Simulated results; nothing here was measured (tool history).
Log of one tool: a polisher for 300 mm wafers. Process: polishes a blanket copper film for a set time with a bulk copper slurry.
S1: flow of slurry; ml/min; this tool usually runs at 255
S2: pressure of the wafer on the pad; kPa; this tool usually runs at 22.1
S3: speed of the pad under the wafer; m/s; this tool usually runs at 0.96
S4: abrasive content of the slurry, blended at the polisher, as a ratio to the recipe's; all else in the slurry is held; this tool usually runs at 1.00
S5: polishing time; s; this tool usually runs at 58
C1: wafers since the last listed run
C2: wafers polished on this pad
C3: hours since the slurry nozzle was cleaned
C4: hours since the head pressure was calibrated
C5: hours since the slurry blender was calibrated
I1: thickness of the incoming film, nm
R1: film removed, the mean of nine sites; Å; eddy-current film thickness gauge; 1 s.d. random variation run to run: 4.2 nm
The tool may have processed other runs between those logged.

Run 1, hour 0.0: usual settings but S1 215 ml/min, S2 19.3 kPa; C1 0; C2 898; C3 105.1; C4 615.2; C5 60.1; I1 4452.4. Result: R1 5050 Å.
At hour 33.9: head pressure recalibrated.
Run 2, hour 62.4: usual settings but S1 215 ml/min, S2 19.3 kPa; C1 620; C2 1518; C3 167.5; C4 28.5; C5 122.5; I1 4505.8. Result: R1 5409 Å.
Run 3, hour 113.5: usual settings but S1 190 ml/min, S3 1.04 m/s; C1 524; C2 2043; C3 218.6; C4 79.6; C5 173.6; I1 4432.3. Result: R1 6418 Å.
Run 4, hour 181.5: usual settings but S1 190 ml/min, S3 1.04 m/s; C1 698; C2 2741; C3 286.6; C4 147.6; C5 241.6; I1 4543.0. Result: R1 6263 Å.
Run 5, hour 230.3: usual settings; C1 501; C2 3242; C3 335.4; C4 196.4; C5 290.4; I1 4368.9. Result: R1 5871 Å.
At hour 272.1: worn pad replaced by a new one.
Run 6, hour 301.7: usual settings; C1 691; C2 304; C3 406.8; C4 267.8; C5 361.8; I1 4505.4. Result: R1 6103 Å.
At hour 311.4: slurry blender recalibrated.
Run 7, hour 339.1: usual settings; C1 363; C2 667; C3 444.2; C4 305.2; C5 27.7; I1 4413.2. Result: R1 5935 Å.
Run 8, hour 407.7: usual settings but S5 68 s; C1 704; C2 1371; C3 512.8; C4 373.8; C5 96.3; I1 4487.5. Result: R1 7071 Å.
Run 9, hour 442.2: usual settings but S5 68 s; C1 354; C2 1725; C3 547.3; C4 408.3; C5 130.8; I1 4406.2. Result: R1 6963 Å.
Run 10, hour 474.7: usual settings; C1 333; C2 2059; C3 579.8; C4 440.8; C5 163.3; I1 4395.4. Result: R1 5920 Å.
Run 11, hour 516.2: usual settings; C1 426; C2 2485; C3 621.3; C4 482.3; C5 204.8; I1 4408.2. Result: R1 5846 Å.
Run 12, hour 560.7: usual settings but S1 310 ml/min, S4 0.80; C1 456; C2 2942; C3 665.8; C4 526.8; C5 249.3; I1 4415.2. Result: R1 5659 Å.
At hour 586.9: head pressure recalibrated.
Run 13, hour 599.4: usual settings but S1 295 ml/min, S2 26.2 kPa, S4 0.75, S5 39 s; C1 376; C2 3319; C3 704.5; C4 12.5; C5 288.0; I1 4422.9. Result: R1 4793 Å.
Run 14, hour 628.5: usual settings; C1 298; C2 3618; C3 733.6; C4 41.6; C5 317.1; I1 4484.6. Result: R1 6141 Å.
At hour 671.0: slurry nozzle cleaned.
Run 15, hour 692.3: usual settings but S2 17.9 kPa, S5 64 s; C1 644; C2 4262; C3 21.3; C4 105.4; C5 380.9; I1 4538.4. Result: R1 5364 Å.
At hour 721.7: worn pad replaced by a new one.
Run 16, hour 736.9: usual settings but S3 1.30 m/s, S4 1.25; C1 416; C2 156; C3 65.9; C4 150.0; C5 425.5; I1 4477.9. Result: R1 8755 Å.
At hour 747.4: slurry blender recalibrated.
Run 17, hour 801.1: usual settings; C1 638; C2 794; C3 130.1; C4 214.2; C5 53.7; I1 4486.9. Result: R1 6220 Å.
Run 18, hour 829.9: usual settings; C1 295; C2 1090; C3 158.9; C4 243.0; C5 82.5; I1 4431.0. Result: R1 6163 Å.
Run 19, hour 886.6: usual settings but S1 280 ml/min, S2 26.2 kPa, S3 0.86 m/s; C1 582; C2 1672; C3 215.6; C4 299.7; C5 139.2; I1 4437.9. Result: R1 6510 Å.
Run 20, hour 935.4: usual settings but S3 1.16 m/s; C1 501; C2 2173; C3 264.4; C4 348.5; C5 188.0; I1 4395.8. Result: R1 7242 Å.
Run 21, hour 1058.0: usual settings but S2 16.5 kPa, S3 1.28 m/s, S5 46 s; C1 1258; C2 3432; C3 387.0; C4 471.1; C5 310.6; I1 4407.2. Result: R1 4608 Å.
Run 22, hour 1091.6: usual settings but S1 320 ml/min, S2 15.9 kPa, S3 0.86 m/s, S5 42 s; C1 344; C2 3777; C3 420.6; C4 504.7; C5 344.2; I1 4504.9. Result: R1 2729 Å.
At hour 1099.0: slurry blender recalibrated.
At hour 1107.7: head pressure recalibrated.
Run 23, hour 1141.5: usual settings but S2 15.9 kPa, S4 1.15; C1 471; C2 4248; C3 470.5; C4 33.8; C5 42.5; I1 4468.6. Result: R1 4433 Å.
At hour 1150.2: worn pad replaced by a new one.
Run 24, hour 1205.6: usual settings but S2 26.9 kPa; C1 617; C2 569; C3 534.6; C4 97.9; C5 106.6; I1 4525.1. Result: R1 7532 Å.
Run 25, hour 1237.1: usual settings but S1 190 ml/min, S2 17.9 kPa, S3 1.22 m/s; C1 323; C2 892; C3 566.1; C4 129.4; C5 138.1; I1 4514.3. Result: R1 6115 Å.
Run 26, hour 1302.8: usual settings but S1 305 ml/min, S3 1.20 m/s, S4 1.15; C1 674; C2 1567; C3 631.8; C4 195.1; C5 203.8; I1 4465.3. Result: R1 7921 Å.
Run 27, hour 1341.0: usual settings; C1 392; C2 1959; C3 670.0; C4 233.3; C5 242.0; I1 4496.2. Result: R1 5928 Å.
At hour 1366.9: slurry nozzle cleaned.
Run 28, hour 1401.9: usual settings but S2 26.2 kPa, S3 0.88 m/s; C1 614; C2 2574; C3 35.0; C4 294.2; C5 302.9; I1 4509.6. Result: R1 6500 Å.
Run 29, hour 1514.9: usual settings; C1 1160; C2 3734; C3 148.0; C4 407.2; C5 415.9; I1 4479.0. Result: R1 5753 Å.

Alternative continuations, all from the tool just after run 29; predict every row:
Run A, hour 1515.3: usual settings but S2 18.6 kPa; C1 4; C2 3738; C3 148.4; C4 407.6; C5 416.3; I1 4531.8. Result: R1 ?.
Run B, hour 1515.3: usual settings but S4 1.30; C1 4; C2 3738; C3 148.4; C4 407.6; C5 416.3; I1 4531.8. Result: R1 ?.
Run C, hour 1515.3: usual settings but S4 1.15; C1 4; C2 3738; C3 148.4; C4 407.6; C5 416.3; I1 4531.8. Result: R1 ?.
Run D, hour 1515.3: usual settings but S1 335 ml/min; C1 4; C2 3738; C3 148.4; C4 407.6; C5 416.3; I1 4531.8. Result: R1 ?.
Run E, hour 1515.3: usual settings but S3 1.18 m/s, S5 51 s; C1 4; C2 3738; C3 148.4; C4 407.6; C5 416.3; I1 4531.8. Result: R1 ?.

run    R1
  A  4884
  B  6086
  C  5943
  D  5946
  E  6256
With the hidden condition removed and each run's random variation left untouched, the same runs would have given:
run    R1
  A  5522
  B  6881
  C  6719
  D  6723
  E  7074
